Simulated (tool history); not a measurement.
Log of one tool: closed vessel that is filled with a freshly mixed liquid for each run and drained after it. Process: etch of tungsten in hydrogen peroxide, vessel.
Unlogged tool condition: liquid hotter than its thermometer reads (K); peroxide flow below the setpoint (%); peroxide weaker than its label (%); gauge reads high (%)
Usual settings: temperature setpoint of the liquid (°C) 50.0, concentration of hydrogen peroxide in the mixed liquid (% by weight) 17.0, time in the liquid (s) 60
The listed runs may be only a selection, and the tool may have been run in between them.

run	hour	temperature setpoint of the liquid (°C)	concentration of hydrogen peroxide in the mixed liquid (% by weight)	time in the liquid (s)	wafers since the last listed run	hours since the thermometer was replaced	hours since the peroxide flow meter was replaced	hours since the drum of peroxide was connected	hours since the gauge calibration	read-back film thickness of the tungsten reference wafer, read on the same gauge (nm)	thickness taken off the tungsten on a monitor wafer (angstrom)
1	0.0	50.0	17.0	60	0	882.4	28.0	283.2	2509.3	40.02	893.8
2	46.1	50.0	17.0	60	6364	928.5	74.1	329.3	2555.4	39.97	879.7
# hour 105.3: gauge calibrated
3	123.1	50.0	17.0	60	10629	1005.5	151.1	406.3	17.8	39.98	889.1
4	226.9	50.0	17.0	60	14329	1109.3	254.9	510.1	121.6	39.99	885.7
5	313.2	50.0	17.0	60	11913	1195.6	341.2	596.4	207.9	40.00	893.1
6	410.2	40.5	17.0	30	13390	1292.6	438.2	693.4	304.9	39.99	245.5
7	458.2	42.5	19.0	60	6626	1340.6	486.2	741.4	352.9	39.99	590.7
# hour 472.0: new drum of peroxide connected
8	519.9	52.5	14.5	90	8379	1402.3	547.9	47.9	414.6	39.99	1447.3
9	576.6	50.0	14.0	90	7827	1459.0	604.6	104.6	471.3	40.02	1228.1
10	669.2	53.5	13.0	35	12783	1551.6	697.2	197.2	563.9	40.00	565.4
# hour 733.4: thermometer replaced
11	767.7	50.0	18.5	90	13459	34.3	795.7	295.7	662.4	40.02	1370.7
12	866.9	50.0	17.0	60	13694	133.5	894.9	394.9	761.6	39.98	865.1
13	912.3	46.5	22.0	30	6267	178.9	940.3	440.3	807.0	39.99	398.4
14	957.4	42.5	17.0	80	6225	224.0	985.4	485.4	852.1	39.99	734.8
15	1002.8	42.5	13.0	60	6267	269.4	1030.8	530.8	897.5	40.01	475.3
16	1073.7	50.0	19.0	95	9787	340.3	1101.7	601.7	968.4	39.98	1460.6
# hour 1094.5: new drum of peroxide connected
17	1128.2	50.0	17.0	60	7385	394.8	1156.2	33.7	1022.9	40.02	884.5
18	1208.0	42.5	15.5	50	11016	474.6	1236.0	113.5	1102.7	39.97	439.1
19	1250.7	50.0	17.0	60	5894	517.3	1278.7	156.2	1145.4	39.98	880.5
20	1345.9	50.0	17.0	60	13142	612.5	1373.9	251.4	1240.6	40.00	882.6
21	1435.1	50.0	19.0	60	12313	701.7	1463.1	340.6	1329.8	40.03	941.7
22	1527.2	43.5	21.5	45	12714	793.8	1555.2	432.7	1421.9	40.00	504.4
23	1582.2	54.0	13.0	45	7592	848.8	1610.2	487.7	1476.9	40.01	745.5
24	1660.6	58.5	12.5	45	10823	927.2	1688.6	566.1	1555.3	40.01	948.6
25	1744.2	57.0	19.5	70	11540	1010.8	1772.2	649.7	1638.9	40.00	1677.9
# hour 1777.2: new drum of peroxide connected
26	1836.6	56.5	21.5	30	12617	1103.2	1864.6	59.4	1731.3	40.01	740.3
27	1892.0	50.0	17.0	60	7647	1158.6	1920.0	114.8	1786.7	40.03	896.4
28	1975.6	50.0	17.0	60	11540	1242.2	2003.6	198.4	1870.3	40.00	902.2
29	2071.8	50.0	17.0	60	13280	1338.4	2099.8	294.6	1966.5	39.98	908.1
# hour 2110.6: thermometer replaced
30	2122.0	46.5	17.0	35	6791	11.4	2150.0	344.8	2016.7	39.99	409.1

Consider 4 possible next runs. They are alternatives, not a sequence: every one starts from the tool as it was left by run 30. What does each give?
A	2122.7	42.0	17.0	60	96	12.1	2150.7	345.5	2017.4	?	?
B	2122.7	50.0	21.0	60	96	12.1	2150.7	345.5	2017.4	?	?
C	2122.7	44.0	19.0	95	96	12.1	2150.7	345.5	2017.4	?	?
D	2122.7	40.0	14.5	85	96	12.1	2150.7	345.5	2017.4	?	?

run	read-back film thickness of the tungsten reference wafer, read on the same gauge (nm)	thickness taken off the tungsten on a monitor wafer (angstrom)
A	40.02	529.2
B	40.02	970.7
C	40.02	1006.4
D	40.02	608.4
Without the tool's unlogged condition, the same runs would have read:
run	thickness taken off the tungsten on a monitor wafer (angstrom)
A	526.1
B	965.4
C	1000.6
D	604.8
